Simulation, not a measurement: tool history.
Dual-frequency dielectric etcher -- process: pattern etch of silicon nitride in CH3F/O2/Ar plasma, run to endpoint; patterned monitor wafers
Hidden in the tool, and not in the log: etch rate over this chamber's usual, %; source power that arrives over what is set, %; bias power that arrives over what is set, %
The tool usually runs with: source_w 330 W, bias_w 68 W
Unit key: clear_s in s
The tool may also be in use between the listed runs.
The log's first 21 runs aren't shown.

run   hour  source_w  bias_w  wafers since the last listed run  hours since the last wet clean  hours since the last source power generator calibration  hours since the last bias power generator calibration  hours since the last upper electrode change  incoming incoming film thickness, nm  clear_s
 22  309.6       380      84                               178                            73.3                                                   3546.8                                                  181.5                                         51.1                                  60.8     77.9
     322.3  -- source power generator calibrated
 23  327.5       330      68                               200                            91.2                                                      5.2                                                  199.4                                           69                                  61.5       89
 24  340.1       310      72                               181                           103.8                                                     17.8                                                    212                                         81.6                                  61.2     89.7
 25  356.6       300      53                               237                           120.3                                                     34.3                                                  228.5                                         98.1                                  61.5    101.7
 26    365       330      68                               120                           128.7                                                     42.7                                                  236.9                                        106.5                                    61       89
 27  372.8       290      77                               112                           136.5                                                     50.5                                                  244.7                                        114.3                                  61.3     90.3
 28  381.7       410      62                               128                           145.4                                                     59.4                                                  253.6                                        123.2                                  61.4     85.2
 29  389.2       330      82                               107                           152.9                                                     66.9                                                  261.1                                        130.7                                  60.6     82.6
 30  399.7       330      68                               151                           163.4                                                     77.4                                                  271.6                                        141.2                                  61.6     88.9
 31  405.8       390      55                                87                           169.5                                                     83.5                                                  277.7                                        147.3                                  60.7       89
 32  412.8       280      61                               100                           176.5                                                     90.5                                                  284.7                                        154.3                                    61     98.3
 33  421.4       330      68                               123                           185.1                                                     99.1                                                  293.3                                        162.9                                  60.9     88.8
 34  428.7       330      68                               105                           192.4                                                    106.4                                                  300.6                                        170.2                                  60.9       89
 35  441.4       400      62                               182                           205.1                                                    119.1                                                  313.3                                        182.9                                  61.6     86.9
 36  457.9       380      55                               237                           221.6                                                    135.6                                                  329.8                                        199.4                                  61.4     91.3
 37  471.3       310      81                               192                             235                                                      149                                                  343.2                                        212.8                                  60.9     86.1

Here are 3 independent what-if runs from the current tool condition. What would each one return?
  A  471.7       330      73                                 5                           235.4                                                    149.4                                                  343.6                                        213.2                                  60.4        ?
  B  471.7       330      51                                 5                           235.4                                                    149.4                                                  343.6                                        213.2                                  60.4        ?
  C  471.7       360      73                                 5                           235.4                                                    149.4                                                  343.6                                        213.2                                  60.4        ?

run  clear_s
  A     86.5
  B       98
  C     83.5
With no hidden state in the tool, these same runs would have given:
run  clear_s
  A     86.5
  B       98
  C     83.5
